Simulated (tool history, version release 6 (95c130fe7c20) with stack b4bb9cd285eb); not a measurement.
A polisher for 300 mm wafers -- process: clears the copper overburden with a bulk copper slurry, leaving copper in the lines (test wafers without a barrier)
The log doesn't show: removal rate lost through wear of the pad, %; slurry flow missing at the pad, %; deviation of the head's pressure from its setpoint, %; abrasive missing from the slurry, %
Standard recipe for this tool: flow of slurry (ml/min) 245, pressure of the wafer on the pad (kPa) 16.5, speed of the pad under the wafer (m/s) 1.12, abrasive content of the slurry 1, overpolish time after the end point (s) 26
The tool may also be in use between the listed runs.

| run | day | flow of slurry (ml/min) | pressure of the wafer on the pad (kPa) | speed of the pad under the wafer (m/s) | abrasive content of the slurry | overpolish time after the end point (s) | wafers since the last listed run | wafers polished on this pad | hours since the slurry nozzle was cleaned | hours since the head pressure was calibrated | hours since the slurry blender was calibrated | incoming thickness of the incoming film, nm | time until the end point was called (s) | dishing of a wide line in a test structure (angstrom) |
|---|---|---|---|---|---|---|---|---|---|---|---|---|---|---|
| 1 | 0 | 245 | 16.5 | 1.12 | 1 | 16 | 0 | 729 | 35.1 | 646.6 | 106.7 | 1012.8 | 115.6 | 537 |
| 2 | 0.979 | 245 | 16.5 | 1.12 | 1 | 16 | 176 | 905 | 58.6 | 670.1 | 130.2 | 1017.5 | 119.8 | 574 |
|  | 1.238 | worn pad replaced by a new one |
| 3 | 1.792 | 245 | 16.5 | 1.12 | 1 | 16 | 116 | 100 | 78.1 | 689.6 | 149.7 | 1032.4 | 107.4 | 554 |
| 4 | 3.146 | 245 | 16.5 | 1.12 | 1 | 26 | 244 | 344 | 110.6 | 722.1 | 182.2 | 1020.4 | 114.9 | 651 |
| 5 | 4.575 | 245 | 16.5 | 1.12 | 1 | 23 | 257 | 602 | 144.9 | 756.4 | 216.5 | 1012.3 | 113.6 | 627 |
| 6 | 5.1 | 185 | 16.5 | 1.12 | 1 | 26 | 94 | 696 | 157.5 | 769 | 229.1 | 1025.6 | 119.7 | 628 |
| 7 | 5.929 | 185 | 16.5 | 1.12 | 1 | 26 | 149 | 846 | 177.4 | 788.9 | 249 | 1040.6 | 122.7 | 666 |
|  | 6.729 | slurry blender recalibrated |
| 8 | 6.971 | 245 | 16.5 | 1.12 | 1 | 26 | 172 | 1019 | 202.4 | 813.9 | 5.8 | 1037.6 | 117.9 | 657 |
|  | 7.225 | worn pad replaced by a new one, of another model than before |
|  | 7.254 | head pressure recalibrated |
| 9 | 7.775 | 245 | 16.5 | 1.12 | 1 | 26 | 109 | 93 | 221.7 | 12.5 | 25.1 | 1011.8 | 105.6 | 680 |
| 10 | 9.467 | 245 | 20 | 1.12 | 1 | 26 | 305 | 398 | 262.3 | 53.1 | 65.7 | 1025.7 | 102 | 711 |
| 11 | 10.117 | 245 | 11.7 | 1.5 | 1.25 | 34 | 117 | 515 | 277.9 | 68.7 | 81.3 | 1053 | 108.7 | 655 |
|  | 10.738 | slurry nozzle cleaned |
| 12 | 10.938 | 285 | 16.5 | 0.82 | 0.85 | 26 | 140 | 656 | 4.8 | 88.4 | 101 | 1042.4 | 146.4 | 632 |
| 13 | 12.004 | 245 | 22.1 | 1.12 | 1 | 26 | 192 | 848 | 30.4 | 114 | 126.6 | 1008.6 | 98.6 | 705 |
| 14 | 13.283 | 245 | 20.7 | 1.12 | 1 | 26 | 230 | 1079 | 61.1 | 144.7 | 157.3 | 1011.8 | 105.7 | 679 |
|  | 13.629 | worn pad replaced by a new one |
| 15 | 14.367 | 275 | 16.5 | 1.12 | 1 | 26 | 165 | 132 | 87.1 | 170.7 | 183.3 | 1034.4 | 108.4 | 671 |
| 16 | 15.038 | 245 | 16.5 | 1.12 | 1 | 26 | 120 | 253 | 103.2 | 186.8 | 199.4 | 1038.9 | 111.3 | 683 |
| 17 | 15.638 | 245 | 16.5 | 1.12 | 1 | 26 | 108 | 361 | 117.6 | 201.2 | 213.8 | 1024.2 | 113.2 | 669 |
| 18 | 16.817 | 245 | 17.9 | 1.12 | 1 | 26 | 212 | 574 | 145.9 | 229.5 | 242.1 | 1052.3 | 116.6 | 635 |

Describe how what the log doesn't record of the tool's condition differs between the last listed run preceding each entry between runs and the first listed run following it.
From run 2 to run 3: worn pad replaced by a new one (day 1.238)
  removal rate lost through wear of the pad, %: 12.8 -> 3.59
  measured value less the no-hidden-state value, time until the end point was called (s): +15.4 -> +3.9; dishing of a wide line in a test structure (angstrom): -35 -> -8
From run 7 to run 8: slurry blender recalibrated (day 6.729)
  removal rate lost through wear of the pad, %: 11.9 -> 12.4
  measured value less the no-hidden-state value, time until the end point was called (s): +14.6 -> +14.6; dishing of a wide line in a test structure (angstrom): -20 -> -20
From run 8 to run 9: worn pad replaced by a new one, of another model than before (day 7.225); head pressure recalibrated (day 7.254)
  removal rate lost through wear of the pad, %: 12.4 -> 3.08
  measured value less the no-hidden-state value, time until the end point was called (s): +14.6 -> +3.2; dishing of a wide line in a test structure (angstrom): -20 -> -4
From run 11 to run 12: slurry nozzle cleaned (day 10.738)
  removal rate lost through wear of the pad, %: 9.73 -> 10.7
  measured value less the no-hidden-state value, time until the end point was called (s): +10.5 -> +15.7; dishing of a wide line in a test structure (angstrom): -6 -> -23
From run 14 to run 15: worn pad replaced by a new one (day 13.629)
  removal rate lost through wear of the pad, %: 12.1 -> 3.95
  measured value less the no-hidden-state value, time until the end point was called (s): +12.7 -> +4.3; dishing of a wide line in a test structure (angstrom): -18 -> -6

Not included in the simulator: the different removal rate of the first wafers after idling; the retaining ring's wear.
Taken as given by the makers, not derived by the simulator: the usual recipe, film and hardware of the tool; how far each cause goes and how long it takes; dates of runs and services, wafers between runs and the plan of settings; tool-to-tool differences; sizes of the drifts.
